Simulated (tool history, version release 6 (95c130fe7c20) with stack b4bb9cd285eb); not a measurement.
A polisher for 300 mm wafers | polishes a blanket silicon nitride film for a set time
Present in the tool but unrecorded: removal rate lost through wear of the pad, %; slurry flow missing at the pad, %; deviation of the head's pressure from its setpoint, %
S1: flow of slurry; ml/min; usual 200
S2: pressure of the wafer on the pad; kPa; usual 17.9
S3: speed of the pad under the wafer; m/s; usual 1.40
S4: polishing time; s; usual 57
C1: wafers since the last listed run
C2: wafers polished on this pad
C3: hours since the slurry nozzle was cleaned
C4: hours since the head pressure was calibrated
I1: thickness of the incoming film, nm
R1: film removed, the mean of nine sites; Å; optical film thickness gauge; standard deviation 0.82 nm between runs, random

run,day,S1,S2,S3,S4,C1,C2,C3,C4,I1,R1
1,0.000,200,17.9,1.74,57,0,1238,246.1,943.9,474.3,1082
2,1.883,200,17.9,1.40,57,266,1504,291.3,989.1,474.0,915
# day 2.750: worn pad replaced by a new one
3,5.788,200,17.9,1.40,57,527,429,385.0,1082.8,462.8,909
4,7.400,200,17.9,1.40,57,227,656,423.7,1121.5,460.6,898
5,9.700,200,17.9,1.40,57,324,981,478.9,1176.7,468.9,917
6,12.704,200,17.9,1.40,57,424,1406,551.0,1248.8,469.8,914
# day 12.996: worn pad replaced by a new one
# day 13.117: slurry nozzle cleaned
7,14.271,200,17.9,1.40,57,191,174,27.7,1286.4,476.5,912
8,18.021,175,17.9,1.40,57,529,703,117.7,1376.4,469.2,904
9,22.429,200,17.9,1.14,57,622,1326,223.5,1482.2,467.1,777
# day 22.962: worn pad replaced by a new one
# day 25.396: head pressure recalibrated
10,26.321,200,17.9,1.40,57,514,462,316.9,22.2,479.9,838
11,29.738,200,17.9,1.40,41,482,945,398.9,104.2,474.4,624
# day 34.012: worn pad replaced by a new one
12,34.167,140,20.7,1.24,74,602,21,505.2,210.5,463.1,1050
# day 34.921: slurry nozzle cleaned
13,36.762,230,20.0,1.40,57,360,382,44.2,272.8,466.7,965
14,41.229,200,17.9,1.40,57,630,1013,151.4,380.0,466.5,871
# day 42.871: worn pad replaced by a new one
15,43.642,200,17.9,1.40,57,317,109,209.3,437.9,465.7,873
16,47.267,200,17.9,0.98,49,512,621,296.3,524.9,476.5,579

Run 17, settings as shown, results not yet in. Your forecast:
17,50.212,155,17.9,1.40,48,416,1037,367.0,595.6,470.2,?

R1: 722 Å
On a tool with no hidden condition, and with the same random variation, this run would have come out at R1 689 Å.

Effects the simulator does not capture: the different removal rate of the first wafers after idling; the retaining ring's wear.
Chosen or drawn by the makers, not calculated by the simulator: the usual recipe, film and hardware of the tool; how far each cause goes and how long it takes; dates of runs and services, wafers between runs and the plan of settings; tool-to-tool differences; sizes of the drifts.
